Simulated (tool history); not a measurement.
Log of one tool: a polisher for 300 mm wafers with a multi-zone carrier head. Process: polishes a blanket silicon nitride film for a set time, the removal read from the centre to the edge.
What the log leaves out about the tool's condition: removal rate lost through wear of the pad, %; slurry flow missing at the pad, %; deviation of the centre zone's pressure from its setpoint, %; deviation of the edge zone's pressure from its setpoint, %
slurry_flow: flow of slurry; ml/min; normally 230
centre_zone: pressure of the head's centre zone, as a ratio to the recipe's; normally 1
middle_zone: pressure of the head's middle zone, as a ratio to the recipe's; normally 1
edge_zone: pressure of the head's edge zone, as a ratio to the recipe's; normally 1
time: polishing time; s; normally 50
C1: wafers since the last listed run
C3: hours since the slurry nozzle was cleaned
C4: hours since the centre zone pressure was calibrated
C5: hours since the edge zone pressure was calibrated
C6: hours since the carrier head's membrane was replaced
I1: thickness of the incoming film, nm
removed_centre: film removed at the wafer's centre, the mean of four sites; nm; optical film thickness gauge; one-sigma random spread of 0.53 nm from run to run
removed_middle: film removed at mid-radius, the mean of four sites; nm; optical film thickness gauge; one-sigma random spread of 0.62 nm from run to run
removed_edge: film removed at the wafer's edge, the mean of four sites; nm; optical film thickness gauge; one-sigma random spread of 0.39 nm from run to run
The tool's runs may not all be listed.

Run 1, hour 0: usual settings; C1 0; wafers polished on this pad 127; C3 321.5; C4 1163.8; C5 472.5; C6 1756.4; I1 651.4. Result: removed_centre 45 nm, removed_middle 44.4 nm, removed_edge 45.5 nm.
At hour 16: carrier head's membrane replaced by a new one.
Run 2, hour 92.2: usual settings; C1 700; wafers polished on this pad 827; C3 413.7; C4 1256; C5 564.7; C6 76.2; I1 645.6. Result: removed_centre 42.3 nm, removed_middle 40.8 nm, removed_edge 42.9 nm.
Run 3, hour 127.3: usual settings; C1 281; wafers polished on this pad 1109; C3 448.8; C4 1291.1; C5 599.8; C6 111.3; I1 651. Result: removed_centre 40.6 nm, removed_middle 40.4 nm, removed_edge 42.2 nm.
Run 4, hour 196.3: usual settings but middle_zone 0.97; C1 554; wafers polished on this pad 1663; C3 517.8; C4 1360.1; C5 668.8; C6 180.3; I1 654.7. Result: removed_centre 39.8 nm, removed_middle 38.9 nm, removed_edge 40.7 nm.
At hour 233.8: worn pad replaced by a new one.
At hour 238.6: edge zone pressure recalibrated.
Run 5, hour 239.1: usual settings but middle_zone 0.97; C1 295; wafers polished on this pad 26; C3 560.6; C4 1402.9; C5 0.5; C6 223.1; I1 653.6. Result: removed_centre 44.4 nm, removed_middle 41.6 nm, removed_edge 45.9 nm.
Run 6, hour 305.8: usual settings but middle_zone 0.97; C1 535; wafers polished on this pad 561; C3 627.3; C4 1469.6; C5 67.2; C6 289.8; I1 655.9. Result: removed_centre 41.6 nm, removed_middle 40.2 nm, removed_edge 42.2 nm.
At hour 325.6: centre zone pressure recalibrated.
Run 7, hour 346.2: usual settings but centre_zone 1.04, middle_zone 0.92; C1 308; wafers polished on this pad 870; C3 667.7; C4 20.6; C5 107.6; C6 330.2; I1 641.9. Result: removed_centre 42.1 nm, removed_middle 37.4 nm, removed_edge 41.9 nm.
Run 8, hour 406.1: usual settings but edge_zone 0.9, time 57 s; C1 480; wafers polished on this pad 1351; C3 727.6; C4 80.5; C5 167.5; C6 390.1; I1 652.9. Result: removed_centre 46.2 nm, removed_middle 43.3 nm, removed_edge 45.2 nm.
Run 9, hour 475.5: usual settings but slurry_flow 280 ml/min; C1 557; wafers polished on this pad 1908; C3 797; C4 149.9; C5 236.9; C6 459.5; I1 641.5. Result: removed_centre 41.2 nm, removed_middle 40.1 nm, removed_edge 42.3 nm.
At hour 496.4: slurry nozzle cleaned.
At hour 527.3: worn pad replaced by a new one.
Run 10, hour 527.8: usual settings but slurry_flow 190 ml/min, middle_zone 0.94, edge_zone 0.88, time 44 s; C1 379; wafers polished on this pad 4; C3 31.4; C4 202.2; C5 289.2; C6 511.8; I1 643.3. Result: removed_centre 41.7 nm, removed_middle 38.4 nm, removed_edge 39.1 nm.
Run 11, hour 583.3: usual settings; C1 445; wafers polished on this pad 449; C3 86.9; C4 257.7; C5 344.7; C6 567.3; I1 644.6. Result: removed_centre 46.2 nm, removed_middle 44.7 nm, removed_edge 46.1 nm.
Run 12, hour 618.8: usual settings; C1 285; wafers polished on this pad 734; C3 122.4; C4 293.2; C5 380.2; C6 602.8; I1 656.5. Result: removed_centre 45.3 nm, removed_middle 42.6 nm, removed_edge 44.9 nm.
Run 13, hour 661.7: usual settings but middle_zone 0.9, edge_zone 0.89, time 55 s; C1 344; wafers polished on this pad 1079; C3 165.3; C4 336.1; C5 423.1; C6 645.7; I1 660.6. Result: removed_centre 48.7 nm, removed_middle 43.2 nm, removed_edge 45.7 nm.
Run 14, hour 719.9: usual settings but centre_zone 1.07, middle_zone 0.92; C1 467; wafers polished on this pad 1546; C3 223.5; C4 394.3; C5 481.3; C6 703.9; I1 649. Result: removed_centre 45.3 nm, removed_middle 39.2 nm, removed_edge 43.4 nm.
Run 15, hour 778.3: usual settings; C1 468; wafers polished on this pad 2015; C3 281.9; C4 452.7; C5 539.7; C6 762.3; I1 661.6. Result: removed_centre 42.5 nm, removed_middle 40.2 nm, removed_edge 41.8 nm.
At hour 816.9: worn pad replaced by a new one.
Run 16, hour 829.3: usual settings; C1 377; wafers polished on this pad 99; C3 332.9; C4 503.7; C5 590.7; C6 813.3; I1 646.1. Result: removed_centre 44.8 nm, removed_middle 44.5 nm, removed_edge 45.6 nm.
Run 17, hour 862.6: usual settings; C1 267; wafers polished on this pad 367; C3 366.2; C4 537; C5 624; C6 846.6; I1 651.5. Result: removed_centre 43.8 nm, removed_middle 42.9 nm, removed_edge 44.9 nm.
Run 18, hour 902.2: usual settings but middle_zone 1.07; C1 317; wafers polished on this pad 685; C3 405.8; C4 576.6; C5 663.6; C6 886.2; I1 649.6. Result: removed_centre 42.5 nm, removed_middle 44.6 nm, removed_edge 42.9 nm.
Run 19, hour 927.1: usual settings but centre_zone 1.07, edge_zone 0.96; C1 199; wafers polished on this pad 885; C3 430.7; C4 601.5; C5 688.5; C6 911.1; I1 663.7. Result: removed_centre 44.4 nm, removed_middle 40.7 nm, removed_edge 41.4 nm.
Run 20, hour 960.7: usual settings but slurry_flow 160 ml/min, middle_zone 0.96, edge_zone 1.07, time 44 s; C1 269; wafers polished on this pad 1154; C3 464.3; C4 635.1; C5 722.1; C6 944.7; I1 656.8. Result: removed_centre 31.8 nm, removed_middle 30.1 nm, removed_edge 35 nm.
Run 21, hour 1020.1: usual settings but edge_zone 0.96, time 66 s; C1 476; wafers polished on this pad 1631; C3 523.7; C4 694.5; C5 781.5; C6 1004.1; I1 650.5. Result: removed_centre 53.8 nm, removed_middle 52.1 nm, removed_edge 53.6 nm.

For each entry between runs, how does the tool's hidden state at the last listed run before it compare with that at the first listed run after it?
In the gap between runs 1 and 2: carrier head's membrane replaced by a new one (hour 16)
  removal rate lost through wear of the pad, %: 2.36 -> 7.93; slurry flow missing at the pad, %: 32.4 -> 36.2
  measured value less the no-hidden-state value, removed_centre: -4.8 -> -8 nm; removed_middle: -4.3 -> -7.3 nm; removed_edge: -3.5 -> -6.6 nm
In the gap between runs 4 and 5: worn pad replaced by a new one (hour 233.8); edge zone pressure recalibrated (hour 238.6)
  removal rate lost through wear of the pad, %: 10.2 -> 0.818; slurry flow missing at the pad, %: 39.3 -> 40.3
  measured value less the no-hidden-state value, removed_centre: -9.5 -> -5.5 nm; removed_middle: -8.6 -> -4.7 nm; removed_edge: -7.8 -> -3.8 nm
In the gap between runs 6 and 7: centre zone pressure recalibrated (hour 325.6)
  removal rate lost through wear of the pad, %: 5.87 -> 7.6; slurry flow missing at the pad, %: 41.5 -> 42.2
  measured value less the no-hidden-state value, removed_centre: -8 -> -9.2 nm; removed_middle: -7.2 -> -7.7 nm; removed_edge: -6.1 -> -7.1 nm
In the gap between runs 9 and 10: slurry nozzle cleaned (hour 496.4); worn pad replaced by a new one (hour 527.3)
  removal rate lost through wear of the pad, %: 10 -> 0.236; slurry flow missing at the pad, %: 43.7 -> 9.19
  measured value less the no-hidden-state value, removed_centre: -9.6 -> -0.9 nm; removed_middle: -8.7 -> -0.8 nm; removed_edge: -8 -> -0.6 nm
In the gap between runs 15 and 16: worn pad replaced by a new one (hour 816.9)
  removal rate lost through wear of the pad, %: 10.1 -> 1.77; slurry flow missing at the pad, %: 30.9 -> 33.5
  measured value less the no-hidden-state value, removed_centre: -8.2 -> -4.7 nm; removed_middle: -7.4 -> -4.2 nm; removed_edge: -6.9 -> -3.3 nm

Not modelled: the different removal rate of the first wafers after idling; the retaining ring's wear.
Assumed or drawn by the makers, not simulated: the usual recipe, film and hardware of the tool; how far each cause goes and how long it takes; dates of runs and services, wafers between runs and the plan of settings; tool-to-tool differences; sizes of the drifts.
